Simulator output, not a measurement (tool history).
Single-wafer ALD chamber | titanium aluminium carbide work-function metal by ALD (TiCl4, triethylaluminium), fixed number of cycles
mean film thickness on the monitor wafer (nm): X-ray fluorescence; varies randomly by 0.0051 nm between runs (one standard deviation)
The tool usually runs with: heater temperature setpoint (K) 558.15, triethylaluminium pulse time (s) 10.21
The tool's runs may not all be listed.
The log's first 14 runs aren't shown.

run,hour,heater temperature setpoint (K),triethylaluminium pulse time (s),"read-back reference wafer on the same gauge, thickness_nm",mean film thickness on the monitor wafer (nm)
# hour 332.7: showerhead replaced
15,338.9,569.15,9.05,1.88,2.038
16,364.7,558.15,10.21,1.881,1.979
# hour 397.1: thermocouple changed; heater temperature recalibrated
17,397.6,543.15,8.5,1.879,1.724
18,409.9,563.15,8.98,1.88,1.916
19,445.3,564.15,6.3,1.881,1.765
20,474.8,558.15,10.21,1.88,1.917
21,510.3,558.15,10.21,1.88,1.916
22,532.8,546.15,7.56,1.88,1.706

Run 23 has not been measured yet. What should we expect?
23,545.7,563.15,6.94,?,?

{"run 23": {"read-back reference wafer on the same gauge, thickness_nm": 1.881, "mean film thickness on the monitor wafer (nm)": 1.798}}
Take away the tool's hidden state, keep the run-to-run variation as it was, and the same run would have given mean film thickness on the monitor wafer (nm) 1.852.
